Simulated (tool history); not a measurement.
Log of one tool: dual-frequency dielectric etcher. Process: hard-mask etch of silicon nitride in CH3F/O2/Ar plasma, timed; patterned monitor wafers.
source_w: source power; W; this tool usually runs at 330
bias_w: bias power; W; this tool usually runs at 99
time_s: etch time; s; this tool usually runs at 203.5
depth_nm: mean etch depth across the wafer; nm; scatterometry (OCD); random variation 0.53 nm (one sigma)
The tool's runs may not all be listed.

| run | hour | source_w | bias_w | time_s | wafers since the last listed run | hours since the last wet clean | hours since the last source power generator calibration | hours since the last bias power generator calibration | hours since the last upper electrode change | hours since the gauge calibration | read-back reference wafer on the same gauge, depth_nm | depth_nm |
|---|---|---|---|---|---|---|---|---|---|---|---|---|
| 1 | 0 | 310 | 116 | 203.5 | 0 | 58.1 | 1745.6 | 186.1 | 1541.4 | 1117.3 | 142.7 | 160.2 |
| 2 | 67.8 | 310 | 116 | 203.5 | 389 | 125.9 | 1813.4 | 253.9 | 1609.2 | 1185.1 | 142.6 | 159.1 |
| 3 | 378.2 | 330 | 112 | 203.5 | 1784 | 436.3 | 2123.8 | 564.3 | 1919.6 | 1495.5 | 142.3 | 160.6 |
|  | 452.6 | wet clean of the chamber |
| 4 | 453.1 | 330 | 112 | 203.5 | 292 | 0.5 | 2198.7 | 639.2 | 1994.5 | 1570.4 | 142 | 160.9 |
| 5 | 554.7 | 330 | 112 | 203.5 | 584 | 102.1 | 2300.3 | 740.8 | 2096.1 | 1672 | 142.2 | 161.3 |
| 6 | 613.8 | 330 | 99 | 203.5 | 339 | 161.2 | 2359.4 | 799.9 | 2155.2 | 1731.1 | 142.1 | 154.5 |
| 7 | 681.6 | 330 | 99 | 203.5 | 389 | 229 | 2427.2 | 867.7 | 2223 | 1798.9 | 142 | 154.4 |
| 8 | 753.2 | 270 | 99 | 203.5 | 411 | 300.6 | 2498.8 | 939.3 | 2294.6 | 1870.5 | 141.9 | 143.5 |
| 9 | 854.8 | 270 | 99 | 203.5 | 584 | 402.2 | 2600.4 | 1040.9 | 2396.2 | 1972.1 | 141.9 | 143.8 |
|  | 934 | upper electrode replaced |
|  | 993.3 | wet clean of the chamber |
| 10 | 1018.7 | 270 | 99 | 203.5 | 666 | 25.4 | 2764.3 | 1204.8 | 84.7 | 2136 | 141.9 | 143.3 |
|  | 1040.2 | source power generator calibrated |
| 11 | 1066.6 | 330 | 99 | 203.5 | 252 | 73.3 | 26.4 | 1252.7 | 132.6 | 2183.9 | 141.8 | 153.6 |
| 12 | 1118.5 | 330 | 99 | 203.5 | 298 | 125.2 | 78.3 | 1304.6 | 184.5 | 2235.8 | 141.6 | 154 |
| 13 | 1163 | 330 | 99 | 203.5 | 255 | 169.7 | 122.8 | 1349.1 | 229 | 2280.3 | 141.9 | 154.4 |
| 14 | 1205.1 | 330 | 99 | 203.5 | 242 | 211.8 | 164.9 | 1391.2 | 271.1 | 2322.4 | 141.7 | 154.2 |
| 15 | 1302 | 330 | 113 | 203.5 | 557 | 308.7 | 261.8 | 1488.1 | 368 | 2419.3 | 141.8 | 161.1 |
| 16 | 1385.6 | 400 | 99 | 232 | 480 | 392.3 | 345.4 | 1571.7 | 451.6 | 2502.9 | 141.8 | 188.2 |
|  | 1420.3 | gauge calibrated |
| 17 | 1481 | 270 | 76 | 203.5 | 548 | 487.7 | 440.8 | 1667.1 | 547 | 60.7 | 145.3 | 134.9 |

Run 18 is up next; what results do you expect?
|  | 1526 | wet clean of the chamber |
| 18 | 1554.7 | 360 | 86 | 235 | 285 | 28.7 | 514.5 | 1740.8 | 620.7 | 134.4 | ? | ? |

read-back reference wafer on the same gauge, depth_nm: 144.8
depth_nm: 179 nm
With the hidden condition absent and the run-to-run variation left alone, this run would have shown depth_nm 180.5 nm.
